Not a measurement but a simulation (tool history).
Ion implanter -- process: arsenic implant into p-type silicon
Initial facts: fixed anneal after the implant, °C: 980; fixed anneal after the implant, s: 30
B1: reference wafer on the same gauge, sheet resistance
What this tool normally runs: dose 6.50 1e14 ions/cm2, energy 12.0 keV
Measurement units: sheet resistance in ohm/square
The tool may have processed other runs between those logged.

run 1 hour=0.0 | dose=6.50 energy=12.0 | B1=219.01 | sheet_resistance=199.00
run 2 hour=77.6 | dose=6.50 energy=12.0 | B1=219.14 | sheet_resistance=198.28
-- hour=111.6 gauge calibrated
run 3 hour=118.2 | dose=6.50 energy=9.0 | B1=218.84 | sheet_resistance=203.81
run 4 hour=168.6 | dose=6.50 energy=9.0 | B1=219.04 | sheet_resistance=204.83
run 5 hour=265.7 | dose=6.50 energy=12.0 | B1=218.98 | sheet_resistance=197.04
run 6 hour=340.2 | dose=5.74 energy=12.0 | B1=219.00 | sheet_resistance=211.24
run 7 hour=378.2 | dose=5.74 energy=12.0 | B1=219.05 | sheet_resistance=211.18
run 8 hour=485.3 | dose=6.50 energy=12.0 | B1=219.17 | sheet_resistance=196.07
-- hour=582.3 extraction supply calibrated
run 9 hour=588.3 | dose=6.50 energy=12.0 | B1=219.02 | sheet_resistance=196.09
run 10 hour=643.2 | dose=4.79 energy=9.5 | B1=219.03 | sheet_resistance=240.67
-- hour=940.3 gauge calibrated
run 11 hour=958.4 | dose=6.50 energy=12.0 | B1=218.87 | sheet_resistance=195.41
run 12 hour=1049.9 | dose=6.50 energy=12.0 | B1=218.95 | sheet_resistance=195.43
-- hour=1090.0 Faraday cup replaced and dose calibrated
run 13 hour=1110.8 | dose=7.73 energy=14.5 | B1=219.11 | sheet_resistance=179.62
run 14 hour=1207.6 | dose=5.92 energy=9.5 | B1=219.00 | sheet_resistance=217.81
run 15 hour=1297.3 | dose=7.07 energy=9.0 | B1=219.01 | sheet_resistance=198.59

Estimate the outcome of run 16 from the log above:
run 16 hour=1394.5 | dose=6.50 energy=16.0 | B1=? | sheet_resistance=?

B1: 219.02
sheet resistance: 190.64 ohm/square
Were there no unlogged condition in the tool, this run, its random variation unchanged, would have produced sheet resistance 192.14 ohm/square.
